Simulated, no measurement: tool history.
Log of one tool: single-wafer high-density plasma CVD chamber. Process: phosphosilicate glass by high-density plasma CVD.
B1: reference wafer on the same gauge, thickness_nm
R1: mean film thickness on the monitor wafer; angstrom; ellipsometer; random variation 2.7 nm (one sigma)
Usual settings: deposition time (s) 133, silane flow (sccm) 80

{"run": 1, "hour": 0.0, "deposition time (s)": 133, "silane flow (sccm)": 80, "B1": 932.572, "R1": 9114.82}
{"run": 2, "hour": 39.5, "deposition time (s)": 133, "silane flow (sccm)": 80, "B1": 933.406, "R1": 9064}
{"run": 3, "hour": 87.0, "deposition time (s)": 133, "silane flow (sccm)": 80, "B1": 932.775, "R1": 9034.78}
{"run": 4, "hour": 187.3, "deposition time (s)": 133, "silane flow (sccm)": 80, "B1": 932.806, "R1": 9068.95}
{"run": 5, "hour": 243.3, "deposition time (s)": 133, "silane flow (sccm)": 80, "B1": 933.353, "R1": 9092.55}
{"run": 6, "hour": 554.3, "deposition time (s)": 133, "silane flow (sccm)": 80, "B1": 933.169, "R1": 9073.25}
{"run": 7, "hour": 639.1, "deposition time (s)": 133, "silane flow (sccm)": 80, "B1": 932.972, "R1": 9035.76}
{"run": 8, "hour": 740.8, "deposition time (s)": 133, "silane flow (sccm)": 80, "B1": 933.502, "R1": 9128.02}
{"run": 9, "hour": 824.6, "deposition time (s)": 133, "silane flow (sccm)": 80, "B1": 933.382, "R1": 9079}
{"run": 10, "hour": 903.0, "deposition time (s)": 133, "silane flow (sccm)": 80, "B1": 932.734, "R1": 9071.47}
{"run": 11, "hour": 952.3, "deposition time (s)": 133, "silane flow (sccm)": 80, "B1": 933.315, "R1": 9072.5}
{"run": 12, "hour": 1035.3, "deposition time (s)": 133, "silane flow (sccm)": 80, "B1": 933.111, "R1": 9129.73}
{"run": 13, "hour": 1086.5, "deposition time (s)": 125, "silane flow (sccm)": 80, "B1": 933.301, "R1": 8543.46}
{"run": 14, "hour": 1150.7, "deposition time (s)": 125, "silane flow (sccm)": 80, "B1": 932.879, "R1": 8594.2}
{"run": 15, "hour": 1253.0, "deposition time (s)": 125, "silane flow (sccm)": 80, "B1": 932.576, "R1": 8586.3}
{"run": 16, "hour": 1289.3, "deposition time (s)": 133, "silane flow (sccm)": 80, "B1": 933.776, "R1": 9128.3}
{"hour": 1356.7, "done": "silane flow controller replaced"}
{"run": 17, "hour": 1363.3, "deposition time (s)": 133, "silane flow (sccm)": 80, "B1": 932.854, "R1": 9039.53}
{"run": 18, "hour": 1423.3, "deposition time (s)": 133, "silane flow (sccm)": 80, "B1": 933.298, "R1": 8949.41}
{"run": 19, "hour": 1477.9, "deposition time (s)": 133, "silane flow (sccm)": 80, "B1": 932.773, "R1": 9038.88}
{"run": 20, "hour": 1525.4, "deposition time (s)": 133, "silane flow (sccm)": 80, "B1": 932.628, "R1": 9015.32}
{"run": 21, "hour": 1567.6, "deposition time (s)": 133, "silane flow (sccm)": 80, "B1": 933.268, "R1": 8984.4}
{"run": 22, "hour": 1675.1, "deposition time (s)": 109, "silane flow (sccm)": 74, "B1": 932.495, "R1": 6848.93}
{"run": 23, "hour": 1739.1, "deposition time (s)": 118, "silane flow (sccm)": 76, "B1": 933.275, "R1": 7628.34}
{"hour": 1809.1, "done": "gauge calibrated"}
{"run": 24, "hour": 1952.5, "deposition time (s)": 133, "silane flow (sccm)": 80, "B1": 933.627, "R1": 9048.36}
{"run": 25, "hour": 2055.4, "deposition time (s)": 133, "silane flow (sccm)": 65, "B1": 933.2, "R1": 7369.07}
{"run": 26, "hour": 2123.0, "deposition time (s)": 122, "silane flow (sccm)": 73, "B1": 933.175, "R1": 7559.37}
{"run": 27, "hour": 2189.3, "deposition time (s)": 133, "silane flow (sccm)": 64, "B1": 933.631, "R1": 7233.04}
{"run": 28, "hour": 2259.1, "deposition time (s)": 133, "silane flow (sccm)": 80, "B1": 933.7, "R1": 9053.5}
{"run": 29, "hour": 2321.5, "deposition time (s)": 133, "silane flow (sccm)": 87, "B1": 932.843, "R1": 9855.28}
{"run": 30, "hour": 2386.8, "deposition time (s)": 133, "silane flow (sccm)": 80, "B1": 932.529, "R1": 9067.63}
{"run": 31, "hour": 2473.8, "deposition time (s)": 133, "silane flow (sccm)": 90, "B1": 933.008, "R1": 10223.54}
{"run": 32, "hour": 2559.8, "deposition time (s)": 116, "silane flow (sccm)": 80, "B1": 932.914, "R1": 7882.2}
{"run": 33, "hour": 2652.2, "deposition time (s)": 133, "silane flow (sccm)": 87, "B1": 933.234, "R1": 9945.4}
{"run": 34, "hour": 2757.6, "deposition time (s)": 133, "silane flow (sccm)": 87, "B1": 933.176, "R1": 9882.81}
{"run": 35, "hour": 2865.2, "deposition time (s)": 152, "silane flow (sccm)": 71, "B1": 933.008, "R1": 9272.49}
{"run": 36, "hour": 2931.7, "deposition time (s)": 113, "silane flow (sccm)": 94, "B1": 932.75, "R1": 9085.19}
{"run": 37, "hour": 2975.7, "deposition time (s)": 150, "silane flow (sccm)": 80, "B1": 933.488, "R1": 10213.71}
{"run": 38, "hour": 3020.9, "deposition time (s)": 133, "silane flow (sccm)": 80, "B1": 932.251, "R1": 9089.45}
{"run": 39, "hour": 3077.0, "deposition time (s)": 145, "silane flow (sccm)": 95, "B1": 932.87, "R1": 11765.49}
{"run": 40, "hour": 3118.9, "deposition time (s)": 107, "silane flow (sccm)": 70, "B1": 932.591, "R1": 6414.23}
{"run": 41, "hour": 3241.6, "deposition time (s)": 133, "silane flow (sccm)": 80, "B1": 933.186, "R1": 9089.69}
{"run": 42, "hour": 3321.0, "deposition time (s)": 133, "silane flow (sccm)": 80, "B1": 932.625, "R1": 9132.69}

Some steps in R1 between neighbouring runs. How much of each would the tool show without its hidden state too (settings, what came in, random variation), and how much is left for the hidden state, with any gauge scatter that isn't in both results?
The hidden state here: delivered silane flow above the setpoint (%); gauge reads high (%).
Run 16 -> 17: silane flow controller replaced. R1 -88.77 angstrom: hidden state -102.95, all else +14.18.
Run 38 -> 39: deposition time (s) 133 -> 145, silane flow (sccm) 80 -> 95. R1 +2676.04 angstrom: hidden state +34.79, all else +2641.25.
Run 39 -> 40: deposition time (s) 145 -> 107, silane flow (sccm) 95 -> 70. R1 -5351.26 angstrom: hidden state -66.3, all else -5284.96.
Run 40 -> 41: deposition time (s) 107 -> 133, silane flow (sccm) 70 -> 80. R1 +2675.46 angstrom: hidden state +36.28, all else +2639.18.
